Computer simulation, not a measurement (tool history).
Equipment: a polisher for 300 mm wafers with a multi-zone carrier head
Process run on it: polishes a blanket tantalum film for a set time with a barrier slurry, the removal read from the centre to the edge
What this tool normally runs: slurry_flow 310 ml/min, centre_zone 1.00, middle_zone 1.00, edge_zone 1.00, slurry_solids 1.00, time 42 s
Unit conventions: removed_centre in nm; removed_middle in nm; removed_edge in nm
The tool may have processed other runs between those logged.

| run | day | slurry_flow | centre_zone | middle_zone | edge_zone | slurry_solids | time | wafers since the last listed run | wafers polished on this pad | hours since the slurry nozzle was cleaned | hours since the centre zone pressure was calibrated | hours since the edge zone pressure was calibrated | hours since the carrier head's membrane was replaced | incoming thickness of the incoming film, nm | removed_centre | removed_middle | removed_edge |
|---|---|---|---|---|---|---|---|---|---|---|---|---|---|---|---|---|---|
| 1 | 0.000 | 310 | 1.00 | 1.00 | 1.03 | 1.00 | 42 | 0 | 445 | 32.0 | 1350.2 | 221.3 | 542.6 | 270.9 | 44.8 | 49.4 | 48.9 |
|  | 1.379 | centre zone pressure recalibrated |
|  | 1.500 | carrier head's membrane replaced by a new one |
| 2 | 1.521 | 310 | 1.00 | 1.00 | 1.00 | 1.30 | 55 | 226 | 671 | 68.5 | 3.4 | 257.8 | 0.5 | 270.5 | 70.9 | 68.4 | 67.6 |
| 3 | 2.117 | 205 | 0.95 | 1.00 | 1.00 | 1.00 | 31 | 102 | 774 | 82.8 | 17.7 | 272.1 | 14.8 | 271.0 | 32.9 | 34.7 | 33.9 |
| 4 | 2.679 | 310 | 1.00 | 1.00 | 1.00 | 1.00 | 42 | 96 | 870 | 96.3 | 31.2 | 285.6 | 28.3 | 269.1 | 49.7 | 48.8 | 48.2 |
| 5 | 3.433 | 270 | 1.00 | 0.95 | 1.00 | 1.00 | 42 | 129 | 1000 | 114.4 | 49.3 | 303.7 | 46.4 | 272.3 | 48.8 | 46.7 | 47.1 |
| 6 | 4.800 | 240 | 1.08 | 1.00 | 0.93 | 1.00 | 49 | 234 | 1235 | 147.2 | 82.1 | 336.5 | 79.2 | 268.9 | 59.4 | 54.5 | 52.8 |
| 7 | 5.529 | 310 | 1.00 | 1.00 | 1.00 | 1.00 | 42 | 125 | 1360 | 164.7 | 99.6 | 354.0 | 96.7 | 272.4 | 50.1 | 49.2 | 48.2 |
|  | 5.708 | worn pad replaced by a new one |
| 8 | 6.329 | 310 | 1.00 | 1.00 | 0.95 | 1.00 | 30 | 108 | 106 | 183.9 | 118.8 | 373.2 | 115.9 | 265.5 | 35.1 | 35.1 | 33.1 |
| 9 | 7.775 | 245 | 1.00 | 1.00 | 1.09 | 1.25 | 42 | 248 | 355 | 218.6 | 153.5 | 407.9 | 150.6 | 271.7 | 50.0 | 50.8 | 50.9 |
| 10 | 8.796 | 310 | 1.00 | 1.00 | 1.00 | 1.00 | 42 | 175 | 530 | 243.1 | 178.0 | 432.4 | 175.1 | 270.0 | 49.1 | 49.3 | 47.5 |
| 11 | 10.158 | 260 | 1.00 | 1.00 | 1.00 | 1.00 | 42 | 234 | 764 | 275.8 | 210.7 | 465.1 | 207.8 | 271.1 | 47.3 | 47.2 | 46.5 |
| 12 | 11.483 | 310 | 1.11 | 1.00 | 1.00 | 1.00 | 42 | 227 | 992 | 307.6 | 242.5 | 496.9 | 239.6 | 270.8 | 51.7 | 47.8 | 47.7 |
| 13 | 12.029 | 380 | 1.09 | 1.07 | 1.00 | 1.15 | 42 | 93 | 1086 | 320.7 | 255.6 | 510.0 | 252.7 | 269.0 | 54.8 | 54.3 | 50.1 |
|  | 12.533 | edge zone pressure recalibrated |
| 14 | 13.171 | 310 | 1.00 | 1.00 | 1.00 | 1.00 | 42 | 181 | 1268 | 348.1 | 283.0 | 15.3 | 280.1 | 265.4 | 47.4 | 47.9 | 47.2 |
|  | 14.312 | worn pad replaced by a new one |
| 15 | 14.571 | 405 | 0.95 | 0.91 | 1.08 | 1.00 | 42 | 211 | 44 | 381.7 | 316.6 | 48.9 | 313.7 | 272.1 | 46.9 | 45.1 | 49.0 |
| 16 | 16.012 | 310 | 0.89 | 1.00 | 1.00 | 0.75 | 42 | 247 | 292 | 416.3 | 351.2 | 83.5 | 348.3 | 266.3 | 39.5 | 43.6 | 42.4 |
| 17 | 16.696 | 310 | 1.00 | 1.00 | 1.00 | 1.10 | 42 | 117 | 410 | 432.7 | 367.6 | 99.9 | 364.7 | 268.7 | 47.8 | 48.2 | 47.4 |
|  | 17.825 | slurry nozzle cleaned |
| 18 | 17.908 | 310 | 1.00 | 1.00 | 1.00 | 1.00 | 42 | 201 | 611 | 2.0 | 396.7 | 129.0 | 393.8 | 269.3 | 48.9 | 50.3 | 48.3 |
| 19 | 18.921 | 310 | 1.00 | 1.00 | 1.00 | 1.00 | 42 | 174 | 785 | 26.3 | 421.0 | 153.3 | 418.1 | 272.0 | 49.0 | 49.3 | 48.3 |

Forecast run 20:
| 20 | 20.325 | 310 | 1.00 | 1.00 | 1.00 | 1.00 | 42 | 241 | 1026 | 60.0 | 454.7 | 187.0 | 451.8 | 268.2 | ? | ? | ? |

Run 20 measured removed_centre 49.3 nm, removed_middle 48.6 nm, removed_edge 48.2 nm.
With the hidden condition absent and the run-to-run variation left alone, this run would have shown removed_centre 50.6 nm, removed_middle 48.7 nm, removed_edge 48.3 nm.
